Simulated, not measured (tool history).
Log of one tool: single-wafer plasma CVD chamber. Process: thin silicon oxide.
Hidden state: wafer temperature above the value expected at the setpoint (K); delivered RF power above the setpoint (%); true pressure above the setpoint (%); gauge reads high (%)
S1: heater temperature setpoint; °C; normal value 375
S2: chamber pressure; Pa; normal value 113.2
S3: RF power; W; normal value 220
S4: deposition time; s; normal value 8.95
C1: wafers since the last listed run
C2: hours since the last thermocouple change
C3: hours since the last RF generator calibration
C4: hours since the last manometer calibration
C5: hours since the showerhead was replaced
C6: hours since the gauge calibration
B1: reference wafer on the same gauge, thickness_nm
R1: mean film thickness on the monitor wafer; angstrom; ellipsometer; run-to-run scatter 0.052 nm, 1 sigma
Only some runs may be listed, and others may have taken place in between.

Run 1, hour 0: usual settings; C1 0; C2 667.2; C3 1655.3; C4 1492.9; C5 3030.2; C6 369.3; B1 14.1. Result: R1 147.18 angstrom.
Run 2, hour 29.8: usual settings; C1 562; C2 697; C3 1685.1; C4 1522.7; C5 3060; C6 399.1; B1 14.096. Result: R1 145.59 angstrom.
Run 3, hour 64.7: usual settings; C1 659; C2 731.9; C3 1720; C4 1557.6; C5 3094.9; C6 434; B1 14.103. Result: R1 145.82 angstrom.
At hour 74.2: gauge calibrated.
Run 4, hour 84.1: usual settings but S3 195 W, S4 8.58 s; C1 366; C2 751.3; C3 1739.4; C4 1577; C5 3114.3; C6 9.9; B1 14.108. Result: R1 133.59 angstrom.
Run 5, hour 106.9: usual settings but S4 7.74 s; C1 430; C2 774.1; C3 1762.2; C4 1599.8; C5 3137.1; C6 32.7; B1 14.099. Result: R1 125.46 angstrom.
Run 6, hour 127.1: usual settings but S4 7.74 s; C1 381; C2 794.3; C3 1782.4; C4 1620; C5 3157.3; C6 52.9; B1 14.103. Result: R1 125.66 angstrom.
At hour 139: RF generator calibrated.
Run 7, hour 154.4: usual settings; C1 364; C2 821.6; C3 15.4; C4 1647.3; C5 3184.6; C6 80.2; B1 14.115. Result: R1 150.34 angstrom.
Run 8, hour 172.1: usual settings; C1 334; C2 839.3; C3 33.1; C4 1665; C5 3202.3; C6 97.9; B1 14.103. Result: R1 150.83 angstrom.
Run 9, hour 197.3: usual settings but S2 105.3 Pa; C1 475; C2 864.5; C3 58.3; C4 1690.2; C5 3227.5; C6 123.1; B1 14.11. Result: R1 141.75 angstrom.
Run 10, hour 233.3: usual settings but S2 105.3 Pa; C1 679; C2 900.5; C3 94.3; C4 1726.2; C5 3263.5; C6 159.1; B1 14.097. Result: R1 141.69 angstrom.
At hour 263: thermocouple changed; heater temperature recalibrated.
Run 11, hour 266.4: usual settings; C1 474; C2 3.4; C3 127.4; C4 1759.3; C5 3296.6; C6 192.2; B1 14.09. Result: R1 149.58 angstrom.
Run 12, hour 291: usual settings but S4 7.26 s; C1 464; C2 28; C3 152; C4 1783.9; C5 3321.2; C6 216.8; B1 14.1. Result: R1 121.25 angstrom.
Run 13, hour 318.3: usual settings; C1 515; C2 55.3; C3 179.3; C4 1811.2; C5 3348.5; C6 244.1; B1 14.094. Result: R1 149.84 angstrom.
At hour 337.5: showerhead replaced.
Run 14, hour 338: usual settings but S2 95.3 Pa; C1 220; C2 75; C3 199; C4 1830.9; C5 0.5; C6 263.8; B1 14.101. Result: R1 128.03 angstrom.
Run 15, hour 363.9: usual settings; C1 489; C2 100.9; C3 224.9; C4 1856.8; C5 26.4; C6 289.7; B1 14.096. Result: R1 150.15 angstrom.
Run 16, hour 381.6: usual settings; C1 334; C2 118.6; C3 242.6; C4 1874.5; C5 44.1; C6 307.4; B1 14.093. Result: R1 150 angstrom.
Run 17, hour 408.1: usual settings but S1 389 °C, S2 130.1 Pa; C1 500; C2 145.1; C3 269.1; C4 1901; C5 70.6; C6 333.9; B1 14.087. Result: R1 165.95 angstrom.
Run 18, hour 436.3: usual settings; C1 532; C2 173.3; C3 297.3; C4 1929.2; C5 98.8; C6 362.1; B1 14.098. Result: R1 149.17 angstrom.
Run 19, hour 465.6: usual settings but S2 102.8 Pa, S4 10.52 s; C1 553; C2 202.6; C3 326.6; C4 1958.5; C5 128.1; C6 391.4; B1 14.095. Result: R1 161.14 angstrom.
Run 20, hour 497.1: usual settings but S1 389 °C, S2 139.1 Pa, S3 190 W, S4 9.71 s; C1 594; C2 234.1; C3 358.1; C4 1990; C5 159.6; C6 422.9; B1 14.093. Result: R1 178.57 angstrom.

Run 21 has not been measured yet. What should we expect?
At hour 513.3: capacitance manometer re-zeroed and calibrated.
At hour 514.5: gauge calibrated.
Run 21, hour 525.1: usual settings but S3 205 W; C1 377; C2 262.1; C3 386.1; C4 11.8; C5 187.6; C6 10.6; B1 ?. Result: R1 ?.

{"run 21": {"B1": 14.092, "R1": 152.71}}
On a tool with no hidden condition, and with the same random variation, this run would have come out at R1 153.52 angstrom.
